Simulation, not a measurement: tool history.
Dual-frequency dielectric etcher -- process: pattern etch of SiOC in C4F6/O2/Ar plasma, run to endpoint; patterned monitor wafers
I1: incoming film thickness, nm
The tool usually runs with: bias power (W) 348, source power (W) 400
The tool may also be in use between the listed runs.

run 1 hour=0 | bias_power_(W)=348 source_power_(W)=400 | I1=32.74 | endpoint_time_(s)=11.6
run 2 hour=55.4 | bias_power_(W)=348 source_power_(W)=400 | I1=32.05 | endpoint_time_(s)=11.4
run 3 hour=104.5 | bias_power_(W)=348 source_power_(W)=400 | I1=32.31 | endpoint_time_(s)=11.4
run 4 hour=147.4 | bias_power_(W)=348 source_power_(W)=400 | I1=32.4 | endpoint_time_(s)=11.5
run 5 hour=198.6 | bias_power_(W)=348 source_power_(W)=400 | I1=32.5 | endpoint_time_(s)=11.6
run 6 hour=252.2 | bias_power_(W)=348 source_power_(W)=400 | I1=32.51 | endpoint_time_(s)=11.5
run 7 hour=313.8 | bias_power_(W)=348 source_power_(W)=400 | I1=32.37 | endpoint_time_(s)=11.6
run 8 hour=491.8 | bias_power_(W)=348 source_power_(W)=400 | I1=32.2 | endpoint_time_(s)=11.7
run 9 hour=560.4 | bias_power_(W)=348 source_power_(W)=400 | I1=32.58 | endpoint_time_(s)=11.9
-- hour=623.1 source power generator calibrated
-- hour=631.9 bias power generator calibrated
-- hour=700.8 wet clean of the chamber
run 10 hour=765.3 | bias_power_(W)=348 source_power_(W)=400 | I1=32.26 | endpoint_time_(s)=11.4
run 11 hour=814.1 | bias_power_(W)=348 source_power_(W)=400 | I1=32.1 | endpoint_time_(s)=11.4
run 12 hour=860.9 | bias_power_(W)=348 source_power_(W)=330 | I1=32.43 | endpoint_time_(s)=12.1
run 13 hour=923.6 | bias_power_(W)=348 source_power_(W)=460 | I1=32.16 | endpoint_time_(s)=11.2
run 14 hour=972.4 | bias_power_(W)=348 source_power_(W)=460 | I1=32.22 | endpoint_time_(s)=11.3
run 15 hour=1037.3 | bias_power_(W)=398 source_power_(W)=350 | I1=32.28 | endpoint_time_(s)=11.5
run 16 hour=1077.2 | bias_power_(W)=391 source_power_(W)=470 | I1=32.27 | endpoint_time_(s)=10.9
-- hour=1147.2 upper electrode replaced
run 17 hour=1147.7 | bias_power_(W)=348 source_power_(W)=400 | I1=32.57 | endpoint_time_(s)=12

Expected results for the next run?
run 18 hour=1163.4 | bias_power_(W)=294 source_power_(W)=430 | I1=32.3 | endpoint_time_(s)=?

{"run 18": {"endpoint time (s)": 12.3}}
Had the tool carried no hidden state, the very same run would have given endpoint time (s) 11.8.

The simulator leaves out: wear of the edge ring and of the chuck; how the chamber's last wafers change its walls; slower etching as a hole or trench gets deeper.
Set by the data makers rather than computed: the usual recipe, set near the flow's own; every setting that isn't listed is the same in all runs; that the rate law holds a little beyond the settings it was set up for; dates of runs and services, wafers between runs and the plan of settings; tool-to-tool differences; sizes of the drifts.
